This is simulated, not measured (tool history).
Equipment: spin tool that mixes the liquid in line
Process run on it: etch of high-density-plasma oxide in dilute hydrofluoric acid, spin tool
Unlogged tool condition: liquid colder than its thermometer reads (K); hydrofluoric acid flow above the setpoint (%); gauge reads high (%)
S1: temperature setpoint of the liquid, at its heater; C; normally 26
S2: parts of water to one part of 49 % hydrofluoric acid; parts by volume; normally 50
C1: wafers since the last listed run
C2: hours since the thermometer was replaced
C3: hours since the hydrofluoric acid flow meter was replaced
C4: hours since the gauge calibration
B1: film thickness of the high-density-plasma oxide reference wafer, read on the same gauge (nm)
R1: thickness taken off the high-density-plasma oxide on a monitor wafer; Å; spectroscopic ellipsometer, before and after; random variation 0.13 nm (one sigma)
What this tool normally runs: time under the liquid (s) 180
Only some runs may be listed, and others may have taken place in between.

run 1 hour=0 | S1=26 S2=50 time_under_the_liquid_(s)=180 | C1=0 C2=2242.1 C3=1522.8 C4=20 | B1=119.98 | R1=214.2
run 2 hour=18.4 | S1=26 S2=50 time_under_the_liquid_(s)=180 | C1=179 C2=2260.5 C3=1541.2 C4=38.4 | B1=119.99 | R1=215
run 3 hour=126 | S1=27.5 S2=50 time_under_the_liquid_(s)=180 | C1=1050 C2=2368.1 C3=1648.8 C4=146 | B1=120.02 | R1=231.5
run 4 hour=149.3 | S1=26 S2=50 time_under_the_liquid_(s)=250 | C1=227 C2=2391.4 C3=1672.1 C4=169.3 | B1=120.02 | R1=298.8
run 5 hour=248.3 | S1=26 S2=50 time_under_the_liquid_(s)=250 | C1=966 C2=2490.4 C3=1771.1 C4=268.3 | B1=119.96 | R1=298.9
-- hour=265.3 thermometer replaced
run 6 hour=271.3 | S1=26 S2=50 time_under_the_liquid_(s)=130 | C1=214 C2=6 C3=1794.1 C4=291.3 | B1=119.97 | R1=156.9
run 7 hour=296.5 | S1=26 S2=50 time_under_the_liquid_(s)=130 | C1=245 C2=31.2 C3=1819.3 C4=316.5 | B1=120 | R1=154.6
run 8 hour=330.3 | S1=26 S2=50 time_under_the_liquid_(s)=130 | C1=329 C2=65 C3=1853.1 C4=350.3 | B1=119.99 | R1=155.3
run 9 hour=359.1 | S1=26 S2=35 time_under_the_liquid_(s)=180 | C1=281 C2=93.8 C3=1881.9 C4=379.1 | B1=120 | R1=312
run 10 hour=388.5 | S1=29 S2=50 time_under_the_liquid_(s)=210 | C1=286 C2=123.2 C3=1911.3 C4=408.5 | B1=120.02 | R1=282.7
run 11 hour=408.3 | S1=30.5 S2=50 time_under_the_liquid_(s)=145 | C1=193 C2=143 C3=1931.1 C4=428.3 | B1=120.02 | R1=207.3
run 12 hour=425.1 | S1=26 S2=50 time_under_the_liquid_(s)=135 | C1=163 C2=159.8 C3=1947.9 C4=445.1 | B1=119.99 | R1=159.7

What will run 13 give?
-- hour=445.8 hydrofluoric acid flow meter replaced
run 13 hour=458.4 | S1=30 S2=50 time_under_the_liquid_(s)=180 | C1=315 C2=193.1 C3=12.6 C4=478.4 | B1=? | R1=?

{"run 13": {"B1": 120.02, "R1": 253.6}}
With the hidden condition absent and the run-to-run variation left alone, this run would have shown R1 253.6 Å.
